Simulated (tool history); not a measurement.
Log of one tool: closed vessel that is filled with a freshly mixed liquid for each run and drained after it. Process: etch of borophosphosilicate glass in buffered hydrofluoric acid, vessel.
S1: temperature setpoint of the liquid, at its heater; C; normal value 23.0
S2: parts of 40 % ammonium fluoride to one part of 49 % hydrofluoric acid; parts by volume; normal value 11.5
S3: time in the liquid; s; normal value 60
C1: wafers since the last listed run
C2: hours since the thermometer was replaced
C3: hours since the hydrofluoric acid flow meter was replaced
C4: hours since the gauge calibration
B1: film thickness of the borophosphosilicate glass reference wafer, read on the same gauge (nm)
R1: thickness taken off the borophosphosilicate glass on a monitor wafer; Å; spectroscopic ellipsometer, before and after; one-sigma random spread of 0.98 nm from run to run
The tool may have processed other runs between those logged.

| run | hour | S1 | S2 | S3 | C1 | C2 | C3 | C4 | B1 | R1 |
|---|---|---|---|---|---|---|---|---|---|---|
| 1 | 0.0 | 23.0 | 11.5 | 60 | 0 | 619.9 | 985.6 | 193.9 | 70.02 | 1436.8 |
| 2 | 19.5 | 26.5 | 11.5 | 40 | 1668 | 639.4 | 1005.1 | 213.4 | 69.97 | 1148.8 |
| 3 | 36.4 | 23.0 | 11.5 | 60 | 1445 | 656.3 | 1022.0 | 230.3 | 69.99 | 1402.1 |
| 4 | 49.8 | 23.0 | 11.5 | 60 | 1146 | 669.7 | 1035.4 | 243.7 | 70.00 | 1406.3 |
| 5 | 62.6 | 23.0 | 11.5 | 60 | 1094 | 682.5 | 1048.2 | 256.5 | 70.07 | 1404.9 |
| 6 | 81.1 | 23.0 | 9.5 | 60 | 1582 | 701.0 | 1066.7 | 275.0 | 69.99 | 1689.4 |
| 7 | 107.0 | 23.0 | 11.5 | 60 | 2215 | 726.9 | 1092.6 | 300.9 | 69.99 | 1395.5 |
| 8 | 128.7 | 23.0 | 11.5 | 60 | 1856 | 748.6 | 1114.3 | 322.6 | 70.02 | 1388.6 |
|  | 152.7 | gauge calibrated |
| 9 | 160.5 | 23.0 | 11.5 | 60 | 2720 | 780.4 | 1146.1 | 7.8 | 70.02 | 1382.4 |
| 10 | 189.3 | 23.0 | 11.5 | 40 | 2463 | 809.2 | 1174.9 | 36.6 | 70.00 | 922.2 |
| 11 | 222.7 | 21.5 | 11.5 | 45 | 2857 | 842.6 | 1208.3 | 70.0 | 69.99 | 950.9 |
| 12 | 237.2 | 23.0 | 14.0 | 60 | 1240 | 857.1 | 1222.8 | 84.5 | 70.04 | 1139.5 |

Expected results for the next run?
|  | 238.2 | hydrofluoric acid flow meter replaced |
|  | 245.0 | thermometer replaced |
| 13 | 260.2 | 23.0 | 9.0 | 90 | 1796 | 15.2 | 22.0 | 107.5 | ? | ? |

{"run 13": {"B1": 69.99, "R1": 2826.2}}
Had the tool carried no hidden state, the very same run would have given R1 2866.4 Å.
